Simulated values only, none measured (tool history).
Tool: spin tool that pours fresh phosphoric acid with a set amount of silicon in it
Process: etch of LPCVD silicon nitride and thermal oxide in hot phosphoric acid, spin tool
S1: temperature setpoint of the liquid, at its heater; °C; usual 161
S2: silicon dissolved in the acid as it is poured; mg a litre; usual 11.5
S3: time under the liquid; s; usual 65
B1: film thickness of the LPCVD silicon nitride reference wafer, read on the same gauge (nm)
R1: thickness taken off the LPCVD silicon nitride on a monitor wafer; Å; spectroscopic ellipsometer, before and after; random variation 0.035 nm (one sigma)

Run 1, day 0: usual settings but S2 6 mg a litre; B1 129.96. Result: R1 55 Å.
Run 2, day 0.579: usual settings but S2 6 mg a litre; B1 130.02. Result: R1 54.6 Å.
Run 3, day 2.783: usual settings but S2 6 mg a litre; B1 130.04. Result: R1 54.4 Å.
Run 4, day 3.288: usual settings; B1 130.03. Result: R1 54 Å.
Run 5, day 3.892: usual settings; B1 129.97. Result: R1 53.9 Å.
Run 6, day 4.479: usual settings; B1 130.03. Result: R1 54.3 Å.
Run 7, day 4.783: usual settings but S1 162.5 °C; B1 130.01. Result: R1 56.5 Å.
At day 5.008: gauge calibrated.
Run 8, day 5.483: usual settings but S1 162.5 °C; B1 129.94. Result: R1 57 Å.
At day 5.717: thermometer replaced.
Run 9, day 6.021: usual settings but S2 18 mg a litre, S3 50 s; B1 130.01. Result: R1 44.3 Å.
At day 6.35: heated supply line repaired.
Run 10, day 6.667: usual settings; B1 130.01. Result: R1 64.5 Å.
Run 11, day 7.396: usual settings but S1 159.5 °C, S2 18.5 mg a litre, S3 95 s; B1 130.01. Result: R1 89.6 Å.
Run 12, day 7.771: usual settings; B1 129.98. Result: R1 64.6 Å.
Run 13, day 8.467: usual settings but S3 30 s; B1 129.99. Result: R1 29.7 Å.
Run 14, day 8.9: usual settings but S1 158.5 °C, S2 17.5 mg a litre; B1 129.97. Result: R1 58.7 Å.
At day 9.525: dissolved silicon flow meter replaced.
Run 15, day 9.546: usual settings but S2 8 mg a litre; B1 130.05. Result: R1 64.2 Å.
Run 16, day 10.062: usual settings; B1 129.96. Result: R1 64.2 Å.
Run 17, day 10.567: usual settings but S3 85 s; B1 130.05. Result: R1 83.3 Å.
Run 18, day 10.9: usual settings but S1 162.5 °C, S2 18.5 mg a litre, S3 105 s; B1 130. Result: R1 109 Å.
Run 19, day 11.458: usual settings but S1 162 °C, S2 3 mg a litre, S3 40 s; B1 130.04. Result: R1 40.8 Å.
Run 20, day 11.925: usual settings but S1 158 °C, S2 6 mg a litre, S3 85 s; B1 129.96. Result: R1 75.5 Å.
Run 21, day 12.342: usual settings but S1 158.5 °C, S2 3 mg a litre, S3 55 s; B1 130.01. Result: R1 49.7 Å.
Run 22, day 13.008: usual settings but S3 45 s; B1 130.01. Result: R1 43.9 Å.

Forecast each of these 4 alternatives for the next run:
Run A, day 13.025: usual settings but S2 4 mg a litre; B1 ?. Result: R1 ?.
Run B, day 13.025: usual settings but S2 7.5 mg a litre; B1 ?. Result: R1 ?.
Run C, day 13.025: usual settings but S1 163 °C, S2 9 mg a litre; B1 ?. Result: R1 ?.
Run D, day 13.025: usual settings but S1 160 °C, S2 3 mg a litre, S3 35 s; B1 ?. Result: R1 ?.

run      B1    R1
  A  130.01    63
  B  130.01    63
  C  130.01  67.3
  D  130.01  32.8
Without the tool's hidden state the same runs would have given:
run    R1
  A  66.1
  B  66.1
  C  70.7
  D  34.4

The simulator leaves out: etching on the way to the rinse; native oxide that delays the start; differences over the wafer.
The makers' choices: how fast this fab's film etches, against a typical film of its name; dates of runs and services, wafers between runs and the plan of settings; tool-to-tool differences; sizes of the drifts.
